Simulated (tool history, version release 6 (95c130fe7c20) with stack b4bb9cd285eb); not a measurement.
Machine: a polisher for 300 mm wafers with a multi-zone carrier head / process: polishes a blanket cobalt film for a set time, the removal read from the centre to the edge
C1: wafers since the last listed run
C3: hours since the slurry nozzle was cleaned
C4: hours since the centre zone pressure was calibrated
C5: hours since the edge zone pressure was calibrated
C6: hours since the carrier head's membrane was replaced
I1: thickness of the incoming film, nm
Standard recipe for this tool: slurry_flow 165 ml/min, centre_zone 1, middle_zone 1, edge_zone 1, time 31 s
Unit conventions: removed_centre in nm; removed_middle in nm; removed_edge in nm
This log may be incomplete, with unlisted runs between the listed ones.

Run 1, day 0: usual settings but centre_zone 0.92; C1 0; wafers polished on this pad 6298; C3 498.5; C4 1105.9; C5 704.7; C6 700.8; I1 984.8. Result: removed_centre 118.3 nm, removed_middle 135.4 nm, removed_edge 131.2 nm.
At day 1.121: edge zone pressure recalibrated.
At day 2.7: carrier head's membrane replaced by a new one.
Run 2, day 2.896: usual settings but centre_zone 0.92; C1 746; wafers polished on this pad 7045; C3 568; C4 1175.4; C5 42.6; C6 4.7; I1 985.1. Result: removed_centre 118.3 nm, removed_middle 131.8 nm, removed_edge 127.9 nm.
Run 3, day 4.7: usual settings; C1 517; wafers polished on this pad 7562; C3 611.3; C4 1218.7; C5 85.9; C6 48; I1 980.1. Result: removed_centre 128.7 nm, removed_middle 133.8 nm, removed_edge 129.8 nm.
At day 6.108: worn pad replaced by a new one.
At day 6.271: centre zone pressure recalibrated.
Run 4, day 7.158: usual settings but middle_zone 1.1; C1 633; wafers polished on this pad 277; C3 670.3; C4 21.3; C5 144.9; C6 107; I1 978.8. Result: removed_centre 138.1 nm, removed_middle 144.8 nm, removed_edge 130.2 nm.
At day 10.858: slurry nozzle cleaned.
Run 5, day 14.254: usual settings; C1 2022; wafers polished on this pad 2299; C3 81.5; C4 191.6; C5 315.2; C6 277.3; I1 973.1. Result: removed_centre 136.8 nm, removed_middle 132 nm, removed_edge 130.1 nm.
Run 6, day 16.658: usual settings but time 27 s; C1 689; wafers polished on this pad 2988; C3 139.2; C4 249.3; C5 372.9; C6 335; I1 956.9. Result: removed_centre 119.8 nm, removed_middle 116.8 nm, removed_edge 114.2 nm.
Run 7, day 20.446: usual settings but middle_zone 1.1, time 36 s; C1 1085; wafers polished on this pad 4074; C3 230.1; C4 340.2; C5 463.8; C6 425.9; I1 989.6. Result: removed_centre 159.9 nm, removed_middle 167.7 nm, removed_edge 151.4 nm.
Run 8, day 22.075: usual settings; C1 467; wafers polished on this pad 4541; C3 269.2; C4 379.3; C5 502.9; C6 465; I1 985.4. Result: removed_centre 137.1 nm, removed_middle 134.6 nm, removed_edge 129.7 nm.
Run 9, day 25.492: usual settings but slurry_flow 135 ml/min, edge_zone 0.93; C1 979; wafers polished on this pad 5520; C3 351.2; C4 461.3; C5 584.9; C6 547; I1 975. Result: removed_centre 134.1 nm, removed_middle 129.5 nm, removed_edge 124.6 nm.
Run 10, day 27.475: usual settings; C1 568; wafers polished on this pad 6089; C3 398.8; C4 508.9; C5 632.5; C6 594.6; I1 974.7. Result: removed_centre 139 nm, removed_middle 134 nm, removed_edge 131.4 nm.
Run 11, day 30.338: usual settings; C1 820; wafers polished on this pad 6910; C3 467.5; C4 577.6; C5 701.2; C6 663.3; I1 1000.8. Result: removed_centre 137.7 nm, removed_middle 134.5 nm, removed_edge 129.4 nm.
At day 31.554: edge zone pressure recalibrated.
At day 32.275: worn pad replaced by a new one.
Run 12, day 34.008: usual settings but middle_zone 1.11; C1 980; wafers polished on this pad 497; C3 555.6; C4 665.7; C5 58.9; C6 751.4; I1 978.2. Result: removed_centre 135.3 nm, removed_middle 147.7 nm, removed_edge 130.8 nm.
Run 13, day 37.346: usual settings; C1 956; wafers polished on this pad 1454; C3 635.7; C4 745.8; C5 139; C6 831.5; I1 992.6. Result: removed_centre 133.9 nm, removed_middle 133.9 nm, removed_edge 128.2 nm.
At day 37.812: slurry nozzle cleaned.
Run 14, day 39.592: usual settings but centre_zone 0.88, middle_zone 1.07; C1 631; wafers polished on this pad 2085; C3 42.7; C4 799.7; C5 192.9; C6 885.4; I1 982.1. Result: removed_centre 118.4 nm, removed_middle 138.9 nm, removed_edge 131.8 nm.
Run 15, day 41.133: usual settings; C1 441; wafers polished on this pad 2527; C3 79.7; C4 836.7; C5 229.9; C6 922.4; I1 986.2. Result: removed_centre 134.6 nm, removed_middle 134.4 nm, removed_edge 127.6 nm.
At day 41.596: carrier head's membrane replaced by a new one.
Run 16, day 42.75: usual settings but centre_zone 0.92; C1 403; wafers polished on this pad 2931; C3 118.5; C4 875.5; C5 268.7; C6 27.7; I1 1001.9. Result: removed_centre 124.4 nm, removed_middle 133.7 nm, removed_edge 128 nm.
Run 17, day 44.521: usual settings but centre_zone 1.12, time 25 s; C1 507; wafers polished on this pad 3439; C3 161; C4 918; C5 311.2; C6 70.2; I1 965. Result: removed_centre 120.3 nm, removed_middle 108.2 nm, removed_edge 103.4 nm.
Run 18, day 47.421: usual settings; C1 831; wafers polished on this pad 4270; C3 230.6; C4 987.6; C5 380.8; C6 139.8; I1 990.9. Result: removed_centre 132.7 nm, removed_middle 134.2 nm, removed_edge 130.6 nm.
At day 50.717: centre zone pressure recalibrated.
Run 19, day 51.638: usual settings but middle_zone 1.04, edge_zone 0.95; C1 1184; wafers polished on this pad 5455; C3 331.8; C4 22.1; C5 482; C6 241; I1 976.2. Result: removed_centre 138.1 nm, removed_middle 136.8 nm, removed_edge 127.4 nm.

Run 20, settings as shown, results not yet in. Your forecast:
Run 20, day 54.025: usual settings but slurry_flow 180 ml/min, middle_zone 0.9, edge_zone 0.95; C1 684; wafers polished on this pad 6139; C3 389.1; C4 79.4; C5 539.3; C6 298.3; I1 987.3. Result: removed_centre ?, removed_middle ?, removed_edge ?.

Run 20 produced removed_centre 140.9 nm, removed_middle 124.5 nm, removed_edge 131.8 nm.
Were there no unlogged condition in the tool, this run, its random variation unchanged, would have produced removed_centre 139.8 nm, removed_middle 124.5 nm, removed_edge 131.8 nm.
